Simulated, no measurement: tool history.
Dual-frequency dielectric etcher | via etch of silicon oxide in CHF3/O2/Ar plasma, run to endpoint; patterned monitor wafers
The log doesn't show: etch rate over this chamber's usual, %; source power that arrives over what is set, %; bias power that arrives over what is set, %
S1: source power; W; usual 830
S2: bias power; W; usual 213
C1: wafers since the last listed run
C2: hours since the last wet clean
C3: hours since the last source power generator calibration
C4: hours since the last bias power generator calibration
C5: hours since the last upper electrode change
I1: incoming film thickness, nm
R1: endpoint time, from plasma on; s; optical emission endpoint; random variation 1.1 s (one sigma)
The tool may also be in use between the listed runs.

run,hour,S1,S2,C1,C2,C3,C4,C5,I1,R1
1,0.0,780,213,0,119.3,1824.3,2914.9,1453.8,619.8,298.3
2,78.6,780,213,514,197.9,1902.9,2993.5,1532.4,618.8,298.8
3,377.6,710,238,1957,496.9,2201.9,3292.5,1831.4,623.9,300.5
# hour 445.5: wet clean of the chamber
4,450.9,830,213,322,5.4,2275.2,3365.8,1904.7,619.2,288.5
5,540.2,830,213,584,94.7,2364.5,3455.1,1994.0,618.9,290.4
6,614.7,830,213,487,169.2,2439.0,3529.6,2068.5,620.9,289.7
7,654.4,830,213,259,208.9,2478.7,3569.3,2108.2,621.6,291.5
8,744.6,830,213,590,299.1,2568.9,3659.5,2198.4,618.9,290.6
# hour 761.8: bias power generator calibrated
9,851.4,830,226,673,405.9,2675.7,89.6,2305.2,620.4,284.4
# hour 925.8: wet clean of the chamber
10,926.3,830,226,333,0.5,2750.6,164.5,2380.1,629.0,289.3
11,1009.4,830,226,544,83.6,2833.7,247.6,2463.2,619.2,282.6
12,1049.2,830,186,260,123.4,2873.5,287.4,2503.0,614.2,301.1
13,1124.4,990,229,492,198.6,2948.7,362.6,2578.2,624.6,263.1
14,1174.6,750,182,328,248.8,2998.9,412.8,2628.4,617.2,321.0
# hour 1246.5: source power generator calibrated
15,1272.7,830,213,616,346.9,26.2,510.9,2726.5,621.1,277.6
16,1379.6,830,213,700,453.8,133.1,617.8,2833.4,625.8,281.9
# hour 1441.6: wet clean of the chamber
17,1474.9,700,182,466,33.3,228.4,713.1,2928.7,612.6,314.6
# hour 1660.0: upper electrode replaced
18,1670.5,830,213,1123,228.9,424.0,908.7,10.5,623.6,280.0
19,1716.8,960,230,303,275.2,470.3,955.0,56.8,616.8,255.2
# hour 1747.4: source power generator calibrated, repeated, since the last time left the tool worse
20,1794.4,830,237,481,352.8,47.0,1032.6,134.4,623.2,277.1
# hour 2056.3: wet clean of the chamber
21,2056.8,970,171,1561,0.5,309.4,1295.0,396.8,617.4,291.5
22,2112.9,830,255,367,56.6,365.5,1351.1,452.9,622.3,273.3
23,2158.6,830,213,299,102.3,411.2,1396.8,498.6,621.5,288.2
24,2231.9,640,242,480,175.6,484.5,1470.1,571.9,621.9,313.3
25,2307.2,830,265,493,250.9,559.8,1545.4,647.2,622.1,267.6

Forecast each of these 5 alternatives for the next run:
A,2307.7,830,213,3,251.4,560.3,1545.9,647.7,617.0,?
B,2307.7,770,213,3,251.4,560.3,1545.9,647.7,617.0,?
C,2307.7,950,182,3,251.4,560.3,1545.9,647.7,617.0,?
D,2307.7,740,261,3,251.4,560.3,1545.9,647.7,617.0,?
E,2307.7,990,174,3,251.4,560.3,1545.9,647.7,617.0,?

run,R1
A,288.0
B,298.1
C,286.1
D,282.2
E,285.1
Without the tool's hidden state the same runs would have given:
run,R1
A,284.9
B,294.9
C,282.9
D,279.2
E,281.9
